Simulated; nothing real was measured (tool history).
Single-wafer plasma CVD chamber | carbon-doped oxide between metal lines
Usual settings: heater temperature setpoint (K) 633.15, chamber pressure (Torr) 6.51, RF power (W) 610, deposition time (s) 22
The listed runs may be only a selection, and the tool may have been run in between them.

| run | hour | heater temperature setpoint (K) | chamber pressure (Torr) | RF power (W) | deposition time (s) | read-back reference wafer on the same gauge, thickness_nm | mean film thickness on the monitor wafer (nm) |
|---|---|---|---|---|---|---|---|
| 1 | 0 | 633.15 | 6.51 | 610 | 22 | 123.957 | 134.018 |
| 2 | 35.9 | 633.15 | 6.51 | 610 | 22 | 124.065 | 133.935 |
| 3 | 99.9 | 633.15 | 6.51 | 610 | 22 | 124.019 | 134.195 |
| 4 | 155.8 | 633.15 | 6.51 | 610 | 22 | 123.91 | 136.349 |
| 5 | 175.1 | 633.15 | 6.51 | 610 | 22 | 124.058 | 136.162 |
| 6 | 234.9 | 633.15 | 7.77 | 610 | 22 | 124.095 | 137.282 |
| 7 | 279.1 | 633.15 | 7.84 | 610 | 25.7 | 124.004 | 159.515 |
| 8 | 310.5 | 640.15 | 7.37 | 560 | 22 | 124.08 | 126.53 |
| 9 | 357.5 | 643.15 | 6.05 | 610 | 22 | 123.981 | 132.291 |
| 10 | 421.2 | 633.15 | 6.51 | 610 | 22 | 124.016 | 139.028 |
| 11 | 468.6 | 633.15 | 6.51 | 610 | 22 | 124.026 | 138.336 |
| 12 | 507.5 | 633.15 | 6.51 | 610 | 22 | 124 | 138.329 |
| 13 | 548.3 | 633.15 | 5.14 | 610 | 22 | 123.961 | 135.695 |
| 14 | 597 | 633.15 | 5.78 | 610 | 20 | 123.998 | 125.042 |
| 15 | 666.5 | 633.15 | 6.51 | 610 | 22 | 124.004 | 137.628 |
| 16 | 692.5 | 633.15 | 6.51 | 610 | 22 | 123.981 | 137.764 |
| 17 | 727.1 | 633.15 | 6.51 | 655 | 22 | 123.923 | 144.337 |
| 18 | 798.1 | 648.15 | 6.51 | 675 | 23.4 | 124.126 | 151.188 |
| 19 | 832.4 | 633.15 | 7.51 | 610 | 26.2 | 124.021 | 164.211 |
| 20 | 892.9 | 633.15 | 5.31 | 610 | 22 | 123.922 | 134.917 |
| 21 | 927.4 | 633.15 | 6.51 | 610 | 22 | 123.881 | 137.012 |
| 22 | 965.2 | 628.15 | 5.57 | 610 | 22 | 123.987 | 136.667 |
| 23 | 1132.1 | 633.15 | 4.99 | 610 | 24.1 | 124.014 | 146.296 |
| 24 | 1160.5 | 642.15 | 7.02 | 610 | 22 | 123.996 | 134.851 |
| 25 | 1206.6 | 633.15 | 6.51 | 530 | 23.6 | 124.013 | 132.522 |
| 26 | 1243.7 | 633.15 | 7.55 | 610 | 22 | 123.951 | 137.111 |
| 27 | 1292.6 | 633.15 | 7.98 | 610 | 22 | 124.042 | 136.867 |
| 28 | 1330.4 | 626.15 | 6.51 | 610 | 25.7 | 123.925 | 160.963 |
| 29 | 1371.3 | 633.15 | 6.51 | 555 | 20.1 | 124.058 | 117 |

Missing from the log above: 4 entries noted between runs. For each, name the pair of listed runs it sits between and say how the tool's hidden condition differs from the listed run just before to the listed run just after:
Runs 3 to 4: thermocouple changed; heater temperature recalibrated (hour 155.3)
  wafer temperature above the value expected at the setpoint (K): 6.7 -> -0.0934; delivered RF power above the setpoint (%): -3.77 -> -3.79
  measured result minus the result with no hidden state, mean film thickness on the monitor wafer (nm): -5.454 -> -3.497
Runs 5 to 6: showerhead replaced (hour 234.4)
  wafer temperature above the value expected at the setpoint (K): -0.0492 -> 0.0877; delivered RF power above the setpoint (%): -3.8 -> -3.82
  measured result minus the result with no hidden state, mean film thickness on the monitor wafer (nm): -3.513 -> -3.603
Runs 9 to 10: RF generator calibrated (hour 420.7)
  wafer temperature above the value expected at the setpoint (K): 0.368 -> 0.514; delivered RF power above the setpoint (%): -3.85 -> -0.401
  measured result minus the result with no hidden state, mean film thickness on the monitor wafer (nm): -3.583 -> -0.525
Runs 19 to 20: gauge calibrated (hour 849.9)
  wafer temperature above the value expected at the setpoint (K): 1.46 -> 1.59; delivered RF power above the setpoint (%): -2.06 -> -2.23
  measured result minus the result with no hidden state, mean film thickness on the monitor wafer (nm): -2.801 -> -2.494
